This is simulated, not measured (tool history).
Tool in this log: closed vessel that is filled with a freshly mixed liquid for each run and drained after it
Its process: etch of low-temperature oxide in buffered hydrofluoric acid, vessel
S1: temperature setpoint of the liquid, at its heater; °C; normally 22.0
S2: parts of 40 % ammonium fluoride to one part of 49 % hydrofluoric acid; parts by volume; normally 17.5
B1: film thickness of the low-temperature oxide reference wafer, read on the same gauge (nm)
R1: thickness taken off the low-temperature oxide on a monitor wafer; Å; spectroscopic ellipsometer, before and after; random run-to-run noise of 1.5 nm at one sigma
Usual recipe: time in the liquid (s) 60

run 1 day=0.000 | S1=22.0 S2=17.5 time_in_the_liquid_(s)=60 | B1=80.02 | R1=1927.1
run 2 day=2.275 | S1=22.0 S2=17.5 time_in_the_liquid_(s)=60 | B1=80.01 | R1=1915.5
run 3 day=7.242 | S1=22.0 S2=17.5 time_in_the_liquid_(s)=60 | B1=79.98 | R1=1928.7
run 4 day=10.212 | S1=22.0 S2=17.5 time_in_the_liquid_(s)=60 | B1=80.00 | R1=1898.0
run 5 day=13.196 | S1=22.0 S2=17.5 time_in_the_liquid_(s)=60 | B1=80.01 | R1=1901.9
run 6 day=15.817 | S1=22.0 S2=17.5 time_in_the_liquid_(s)=60 | B1=79.97 | R1=1887.4
run 7 day=17.954 | S1=22.0 S2=17.5 time_in_the_liquid_(s)=60 | B1=79.99 | R1=1873.4
run 8 day=19.850 | S1=22.0 S2=17.5 time_in_the_liquid_(s)=60 | B1=80.01 | R1=1829.9
run 9 day=21.358 | S1=22.0 S2=17.5 time_in_the_liquid_(s)=60 | B1=80.03 | R1=1846.9
-- day=22.175 thermometer replaced
run 10 day=24.308 | S1=25.0 S2=19.0 time_in_the_liquid_(s)=60 | B1=79.99 | R1=2098.2
run 11 day=25.892 | S1=25.0 S2=19.0 time_in_the_liquid_(s)=60 | B1=79.97 | R1=2071.5
run 12 day=27.996 | S1=25.0 S2=19.0 time_in_the_liquid_(s)=60 | B1=79.99 | R1=2106.1
run 13 day=29.225 | S1=22.0 S2=17.5 time_in_the_liquid_(s)=60 | B1=80.02 | R1=1943.7
run 14 day=31.862 | S1=22.0 S2=12.0 time_in_the_liquid_(s)=60 | B1=79.98 | R1=2753.7
run 15 day=33.779 | S1=22.0 S2=17.5 time_in_the_liquid_(s)=60 | B1=79.96 | R1=1912.8
run 16 day=40.121 | S1=23.5 S2=14.0 time_in_the_liquid_(s)=60 | B1=79.98 | R1=2542.8
run 17 day=42.133 | S1=25.5 S2=17.5 time_in_the_liquid_(s)=90 | B1=80.03 | R1=3405.1
run 18 day=43.688 | S1=24.5 S2=10.5 time_in_the_liquid_(s)=85 | B1=80.05 | R1=4957.5
-- day=44.346 gauge calibrated
run 19 day=45.162 | S1=17.0 S2=22.5 time_in_the_liquid_(s)=60 | B1=80.03 | R1=1140.1
run 20 day=47.425 | S1=22.0 S2=17.5 time_in_the_liquid_(s)=60 | B1=80.00 | R1=1869.9
-- day=48.683 hydrofluoric acid flow meter replaced
run 21 day=48.892 | S1=22.0 S2=17.5 time_in_the_liquid_(s)=60 | B1=79.99 | R1=1858.9
run 22 day=51.000 | S1=22.0 S2=17.5 time_in_the_liquid_(s)=60 | B1=79.99 | R1=1836.0
-- day=52.979 thermometer replaced
run 23 day=53.042 | S1=22.0 S2=12.0 time_in_the_liquid_(s)=30 | B1=80.03 | R1=1420.5
run 24 day=55.233 | S1=25.5 S2=12.5 time_in_the_liquid_(s)=90 | B1=80.01 | R1=4971.6
run 25 day=58.075 | S1=22.0 S2=17.5 time_in_the_liquid_(s)=60 | B1=80.01 | R1=1930.6
run 26 day=60.867 | S1=22.0 S2=17.5 time_in_the_liquid_(s)=60 | B1=80.05 | R1=1931.8
run 27 day=63.125 | S1=20.5 S2=22.5 time_in_the_liquid_(s)=90 | B1=80.01 | R1=2153.4
run 28 day=65.738 | S1=18.5 S2=13.0 time_in_the_liquid_(s)=80 | B1=80.01 | R1=2828.6
run 29 day=67.788 | S1=26.0 S2=20.5 time_in_the_liquid_(s)=60 | B1=80.00 | R1=2035.3
run 30 day=70.342 | S1=22.0 S2=21.5 time_in_the_liquid_(s)=30 | B1=79.99 | R1=793.3
run 31 day=71.858 | S1=18.0 S2=17.5 time_in_the_liquid_(s)=35 | B1=79.98 | R1=886.1
run 32 day=73.217 | S1=22.0 S2=17.5 time_in_the_liquid_(s)=60 | B1=80.00 | R1=1885.5

Run by run, hidden condition taken away, random variation retained:
Unlogged tool condition in this case: liquid colder than its thermometer reads (K); hydrofluoric acid flow above the setpoint (%); gauge reads high (%).
run=1 R1=1961.6
run=2 R1=1957.3
run=3 R1=1986.2
run=4 R1=1963.4
run=5 R1=1977.3
run=6 R1=1969.9
run=7 R1=1961.8
run=8 R1=1922.6
run=9 R1=1944.9
run=10 R1=2122.3
run=11 R1=2099.9
run=12 R1=2141.9
run=13 R1=1981.8
run=14 R1=2818.5
run=15 R1=1964.4
run=16 R1=2636.6
run=17 R1=3538.9
run=18 R1=5167.1
run=19 R1=1193.8
run=20 R1=1962.4
run=21 R1=1955.3
run=22 R1=1937.6
run=23 R1=1426.0
run=24 R1=5006.7
run=25 R1=1953.2
run=26 R1=1963.1
run=27 R1=2197.3
run=28 R1=2898.3
run=29 R1=2090.0
run=30 R1=818.3
run=31 R1=917.5
run=32 R1=1954.8
